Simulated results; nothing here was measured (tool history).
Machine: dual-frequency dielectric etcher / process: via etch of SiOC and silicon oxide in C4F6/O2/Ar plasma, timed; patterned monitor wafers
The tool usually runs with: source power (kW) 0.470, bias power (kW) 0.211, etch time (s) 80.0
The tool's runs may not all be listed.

run	hour	source power (kW)	bias power (kW)	etch time (s)	read-back reference wafer on the same gauge, depth_nm	mean etch depth across the wafer (Å)
1	0.0	0.470	0.211	80.0	112.0	1150
2	57.9	0.470	0.211	80.0	111.8	1148
3	125.5	0.470	0.211	80.0	111.9	1166
4	188.0	0.470	0.169	80.0	112.1	1090
# hour 221.0: wet clean of the chamber
5	294.7	0.470	0.169	80.0	111.9	1050
6	338.8	0.470	0.211	80.0	112.0	1124
7	395.7	0.470	0.180	80.0	112.2	1061
8	437.1	0.560	0.250	80.0	111.9	1259
9	517.0	0.560	0.250	80.0	112.0	1266
10	560.8	0.470	0.211	70.0	112.1	1001
# hour 595.8: upper electrode replaced
# hour 647.9: wet clean of the chamber
11	648.4	0.470	0.211	70.0	111.9	965
12	704.6	0.430	0.186	66.5	111.8	871
13	768.7	0.440	0.211	80.0	112.0	1088
# hour 813.5: gauge calibrated
14	833.1	0.510	0.211	70.5	112.2	1027
15	908.0	0.470	0.239	80.0	111.9	1178
16	982.4	0.370	0.211	68.0	112.0	894
17	1073.1	0.400	0.245	59.5	112.0	836
# hour 1090.5: bias power generator calibrated
# hour 1116.6: source power generator calibrated
# hour 1155.2: wet clean of the chamber
18	1155.7	0.470	0.211	80.0	112.2	1112
19	1212.6	0.400	0.245	59.5	112.0	819
20	1266.8	0.430	0.234	60.5	112.0	844
21	1498.1	0.430	0.197	72.5	112.3	986
# hour 1558.9: wet clean of the chamber
22	1559.4	0.470	0.172	80.0	111.9	1050

3 ways to go on from here, each from the tool as it stands after run 22. What would each give?
A	1559.8	0.470	0.250	80.0	?	?
B	1559.8	0.500	0.256	57.5	?	?
C	1559.8	0.390	0.248	66.5	?	?

run	read-back reference wafer on the same gauge, depth_nm	mean etch depth across the wafer (Å)
A	112.2	1177
B	112.2	871
C	112.2	914
With the hidden condition removed and each run's random variation left untouched, the same runs would have given:
run	mean etch depth across the wafer (Å)
A	1173
B	868
C	912
